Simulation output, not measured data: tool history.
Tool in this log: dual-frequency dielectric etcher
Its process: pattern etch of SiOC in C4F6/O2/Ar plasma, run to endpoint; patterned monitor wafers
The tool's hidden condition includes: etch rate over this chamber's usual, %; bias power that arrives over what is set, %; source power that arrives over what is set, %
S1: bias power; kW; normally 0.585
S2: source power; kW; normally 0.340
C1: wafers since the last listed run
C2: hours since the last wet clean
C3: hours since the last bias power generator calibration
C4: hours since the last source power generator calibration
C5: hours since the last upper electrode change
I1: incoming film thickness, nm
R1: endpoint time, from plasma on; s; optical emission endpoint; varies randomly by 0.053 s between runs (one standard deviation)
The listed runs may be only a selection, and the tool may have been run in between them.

run,hour,S1,S2,C1,C2,C3,C4,C5,I1,R1
1,0.0,0.511,0.340,0,463.8,396.8,4206.6,747.1,40.81,14.0
# hour 14.4: wet clean of the chamber
2,52.5,0.585,0.340,476,38.1,449.3,4259.1,799.6,40.48,13.1
3,98.0,0.585,0.340,569,83.6,494.8,4304.6,845.1,39.74,13.0
4,167.8,0.585,0.340,873,153.4,564.6,4374.4,914.9,40.54,13.4
5,245.5,0.585,0.340,972,231.1,642.3,4452.1,992.6,40.35,13.3
6,406.2,0.585,0.340,2011,391.8,803.0,4612.8,1153.3,40.57,13.6
7,444.6,0.585,0.340,480,430.2,841.4,4651.2,1191.7,40.51,13.6
8,475.5,0.585,0.280,386,461.1,872.3,4682.1,1222.6,40.12,15.2
# hour 510.7: wet clean of the chamber
9,514.6,0.585,0.280,189,3.9,911.4,4721.2,1261.7,40.38,14.7
10,557.4,0.585,0.340,535,46.7,954.2,4764.0,1304.5,40.15,13.0
11,600.7,0.585,0.340,541,90.0,997.5,4807.3,1347.8,40.86,13.3
12,632.0,0.585,0.340,391,121.3,1028.8,4838.6,1379.1,40.64,13.2
13,693.1,0.689,0.340,764,182.4,1089.9,4899.7,1440.2,40.40,12.6
14,762.5,0.689,0.340,868,251.8,1159.3,4969.1,1509.6,40.78,12.8
15,802.8,0.684,0.340,504,292.1,1199.6,5009.4,1549.9,40.81,12.8
16,850.8,0.585,0.410,600,340.1,1247.6,5057.4,1597.9,40.05,12.0
17,909.6,0.452,0.260,735,398.9,1306.4,5116.2,1656.7,40.60,17.2
# hour 1041.8: wet clean of the chamber
18,1064.4,0.501,0.340,1637,22.6,1461.2,5271.0,1811.5,40.34,13.6
19,1120.3,0.585,0.280,699,78.5,1517.1,5326.9,1867.4,40.06,14.8
20,1156.8,0.524,0.390,456,115.0,1553.6,5363.4,1903.9,40.41,12.6
# hour 1174.2: source power generator calibrated
21,1206.1,0.585,0.290,567,164.3,1602.9,31.9,1953.2,40.06,14.4
# hour 1220.7: bias power generator calibrated
# hour 1235.1: upper electrode replaced
22,1268.5,0.514,0.340,549,226.7,47.8,94.3,33.4,40.57,14.0
23,1333.6,0.585,0.340,814,291.8,112.9,159.4,98.5,40.28,13.4
24,1403.6,0.585,0.300,876,361.8,182.9,229.4,168.5,40.18,14.5
25,1444.0,0.667,0.370,505,402.2,223.3,269.8,208.9,40.24,12.4
26,1508.5,0.713,0.390,807,466.7,287.8,334.3,273.4,40.71,12.0
27,1539.0,0.666,0.340,381,497.2,318.3,364.8,303.9,40.31,13.1
28,1596.9,0.585,0.300,724,555.1,376.2,422.7,361.8,40.31,14.7
# hour 1644.7: wet clean of the chamber
29,1645.2,0.665,0.340,304,0.5,424.5,471.0,410.1,40.50,12.7
30,1662.5,0.685,0.390,216,17.8,441.8,488.3,427.4,40.27,11.5
31,1691.6,0.689,0.320,364,46.9,470.9,517.4,456.5,40.38,13.0

Per-run results on a tool with no hidden state, each run keeping its own random variation:
run,R1
1,13.6
2,13.0
3,12.9
4,13.2
5,13.0
6,13.1
7,13.2
8,14.7
9,14.8
10,13.0
11,13.2
12,13.2
13,12.5
14,12.6
15,12.6
16,11.7
17,16.8
18,13.6
19,14.6
20,12.4
21,14.2
22,13.7
23,13.1
24,14.1
25,12.0
26,11.6
27,12.6
28,14.1
29,12.7
30,11.5
31,12.9

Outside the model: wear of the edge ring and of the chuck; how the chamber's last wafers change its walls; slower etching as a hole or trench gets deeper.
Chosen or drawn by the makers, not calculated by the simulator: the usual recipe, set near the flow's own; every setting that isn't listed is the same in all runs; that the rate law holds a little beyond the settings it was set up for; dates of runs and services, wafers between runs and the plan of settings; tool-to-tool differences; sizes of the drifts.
